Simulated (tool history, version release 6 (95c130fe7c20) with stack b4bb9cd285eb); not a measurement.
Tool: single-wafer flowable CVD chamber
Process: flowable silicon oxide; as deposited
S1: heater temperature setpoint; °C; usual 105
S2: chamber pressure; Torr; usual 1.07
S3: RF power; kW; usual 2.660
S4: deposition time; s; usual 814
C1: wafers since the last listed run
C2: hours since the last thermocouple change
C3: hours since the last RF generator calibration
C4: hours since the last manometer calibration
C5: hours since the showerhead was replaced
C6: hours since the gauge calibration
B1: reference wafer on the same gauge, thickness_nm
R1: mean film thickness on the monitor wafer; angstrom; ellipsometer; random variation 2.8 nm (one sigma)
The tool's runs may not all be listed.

| run | hour | S1 | S2 | S3 | S4 | C1 | C2 | C3 | C4 | C5 | C6 | B1 | R1 |
|---|---|---|---|---|---|---|---|---|---|---|---|---|---|
| 1 | 0.0 | 105 | 1.07 | 2.660 | 814 | 0 | 1472.0 | 676.1 | 1316.4 | 3254.1 | 83.7 | 699.454 | 6230.05 |
| 2 | 69.0 | 105 | 1.07 | 2.660 | 814 | 104 | 1541.0 | 745.1 | 1385.4 | 3323.1 | 152.7 | 698.997 | 6302.58 |
| 3 | 107.0 | 98 | 1.07 | 2.280 | 814 | 57 | 1579.0 | 783.1 | 1423.4 | 3361.1 | 190.7 | 698.793 | 8045.54 |
| 4 | 251.6 | 105 | 1.16 | 2.660 | 718 | 218 | 1723.6 | 927.7 | 1568.0 | 3505.7 | 335.3 | 699.585 | 5988.32 |
| 5 | 291.1 | 105 | 1.16 | 2.660 | 718 | 59 | 1763.1 | 967.2 | 1607.5 | 3545.2 | 374.8 | 699.624 | 6011.24 |
| 6 | 359.1 | 105 | 1.07 | 2.660 | 814 | 102 | 1831.1 | 1035.2 | 1675.5 | 3613.2 | 442.8 | 699.565 | 6378.76 |
| 7 | 421.4 | 105 | 1.07 | 2.660 | 814 | 94 | 1893.4 | 1097.5 | 1737.8 | 3675.5 | 505.1 | 700.409 | 6358.28 |
| 8 | 461.1 | 105 | 1.07 | 2.660 | 814 | 60 | 1933.1 | 1137.2 | 1777.5 | 3715.2 | 544.8 | 700.854 | 6349.76 |
| 9 | 502.8 | 105 | 1.07 | 2.660 | 694 | 63 | 1974.8 | 1178.9 | 1819.2 | 3756.9 | 586.5 | 697.742 | 5418.99 |
|  | 593.1 | thermocouple changed; heater temperature recalibrated |
| 10 | 606.9 | 101 | 1.07 | 2.660 | 814 | 145 | 13.8 | 1283.0 | 1923.3 | 3861.0 | 690.6 | 699.578 | 7111.19 |
| 11 | 650.3 | 101 | 1.07 | 2.660 | 814 | 65 | 57.2 | 1326.4 | 1966.7 | 3904.4 | 734.0 | 698.126 | 7127.15 |
| 12 | 694.8 | 105 | 1.22 | 2.660 | 922 | 67 | 101.7 | 1370.9 | 2011.2 | 3948.9 | 778.5 | 697.889 | 7831.20 |
| 13 | 774.5 | 105 | 1.22 | 2.660 | 922 | 120 | 181.4 | 1450.6 | 2090.9 | 4028.6 | 858.2 | 699.130 | 7815.70 |
| 14 | 829.1 | 105 | 1.22 | 2.660 | 922 | 82 | 236.0 | 1505.2 | 2145.5 | 4083.2 | 912.8 | 699.726 | 7858.90 |
|  | 885.0 | RF generator calibrated |
| 15 | 891.9 | 105 | 0.93 | 2.315 | 871 | 82 | 298.8 | 6.9 | 2208.3 | 4146.0 | 975.6 | 700.709 | 5637.15 |
|  | 901.8 | capacitance manometer re-zeroed and calibrated |
| 16 | 963.4 | 105 | 0.83 | 2.660 | 700 | 96 | 370.3 | 78.4 | 61.6 | 4217.5 | 1047.1 | 698.466 | 4106.66 |
| 17 | 1017.4 | 105 | 0.99 | 2.660 | 814 | 81 | 424.3 | 132.4 | 115.6 | 4271.5 | 1101.1 | 699.390 | 5682.48 |
| 18 | 1083.7 | 119 | 1.31 | 2.660 | 814 | 100 | 490.6 | 198.7 | 181.9 | 4337.8 | 1167.4 | 700.914 | 4554.23 |
|  | 1125.6 | showerhead replaced |
| 19 | 1143.6 | 105 | 1.21 | 2.335 | 740 | 78 | 550.5 | 258.6 | 241.8 | 18.0 | 1227.3 | 699.463 | 6271.42 |
| 20 | 1224.2 | 94 | 1.07 | 2.660 | 814 | 121 | 631.1 | 339.2 | 322.4 | 98.6 | 1307.9 | 700.234 | 9391.48 |
|  | 1274.9 | gauge calibrated |
| 21 | 1307.6 | 97 | 1.17 | 2.660 | 814 | 126 | 714.5 | 422.6 | 405.8 | 182.0 | 32.7 | 698.016 | 9180.60 |
| 22 | 1378.4 | 105 | 1.30 | 2.660 | 895 | 107 | 785.3 | 493.4 | 476.6 | 252.8 | 103.5 | 699.586 | 8284.71 |

The next listed run, before its measurement:
| 23 | 1481.8 | 105 | 0.85 | 2.660 | 814 | 156 | 888.7 | 596.8 | 580.0 | 356.2 | 206.9 | ? | ? |

{"run 23": {"B1": 700.403, "R1": 4937.85}}
Without the tool's hidden state the same run would have given R1 4825.89 angstrom.
